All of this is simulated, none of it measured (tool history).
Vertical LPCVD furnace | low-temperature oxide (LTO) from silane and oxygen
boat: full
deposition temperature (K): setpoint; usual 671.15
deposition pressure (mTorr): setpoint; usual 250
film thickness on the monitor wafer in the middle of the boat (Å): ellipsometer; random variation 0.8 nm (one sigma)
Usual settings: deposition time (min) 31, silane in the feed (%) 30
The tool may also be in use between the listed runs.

run,hour,deposition temperature (K),deposition pressure (mTorr),deposition time (min),silane in the feed (%),"read-back reference wafer on the same gauge, thickness",film thickness on the monitor wafer in the middle of the boat (Å)
1,0,671.15,250,31,30,242.91,2336.5
2,41.7,671.15,250,31,30,242.99,2316.6
3,276.8,671.15,250,31,30,242.79,2308.5
4,364.2,671.15,215,34.5,30,243.05,2222.1
# hour 434.7: gauge calibrated
5,436.7,671.15,215,34.5,30,243.01,2208.3
6,526.2,671.15,250,31,30,243.31,2328.4
7,602,671.15,250,31,30,243.11,2313.1
8,693,671.15,250,31,30,243.16,2304.2
# hour 725.8: silane flow controller replaced
9,800.7,671.15,250,31,30,242.83,2307.9
# hour 865.1: thermocouples replaced and temperature profile calibrated
10,879.8,668.15,250,31,34,243.04,2682.8
11,932.1,671.15,250,31,30,243.1,2315.7
12,1006.4,665.15,310,22,34,243.11,2283.6
13,1091.7,660.15,250,31,30,242.87,2021.2
14,1134.8,660.15,250,42.5,30,242.93,2773.8
15,1177.1,671.15,300,31,32,243.01,3064.1
16,1260.9,671.15,210,31,27,242.75,1652.5
17,1329.9,662.15,295,21,26,243.4,1328.6
# hour 1403.9: pressure gauge zeroed
18,1424,671.15,250,31,30,243,2383.1
19,1475.3,666.15,215,24,34,243.12,1787.4
20,1538.6,671.15,250,31,30,243.01,2389.2
21,1635.9,671.15,250,31,30,243.11,2388.2
22,1697.6,671.15,250,31,30,243.31,2362.8
23,1804.6,677.15,250,31,33,243.06,2914.2
24,1866.9,671.15,275,38,28,242.71,2867.4
25,1909.7,671.15,250,42,33,242.71,3672.8
26,1974.8,671.15,250,31,30,243.11,2358.5
27,2014.5,671.15,250,31,30,242.81,2358.3
28,2073,680.15,225,40,32,242.7,3334.8
29,2115.3,675.15,230,27.5,33,243.12,2311.3
30,2197.7,671.15,250,31,30,242.86,2345.2

5 ways to go on from here, each from the tool as it stands after run 30. What would each give?
A,2202.1,671.15,250,31,30,?,?
B,2202.1,682.15,200,36,30,?,?
C,2202.1,671.15,250,34.5,30,?,?
D,2202.1,674.15,295,21,32,?,?
E,2202.1,678.15,200,31,30,?,?

run,"read-back reference wafer on the same gauge, thickness",film thickness on the monitor wafer in the middle of the boat (Å)
A,242.97,2335.4
B,242.97,2462.1
C,242.97,2599.1
D,242.97,2126.2
E,242.97,2024.1
Without the tool's hidden state the same runs would have given:
run,film thickness on the monitor wafer in the middle of the boat (Å)
A,2361.1
B,2496.1
C,2627.7
D,2146
E,2052.1
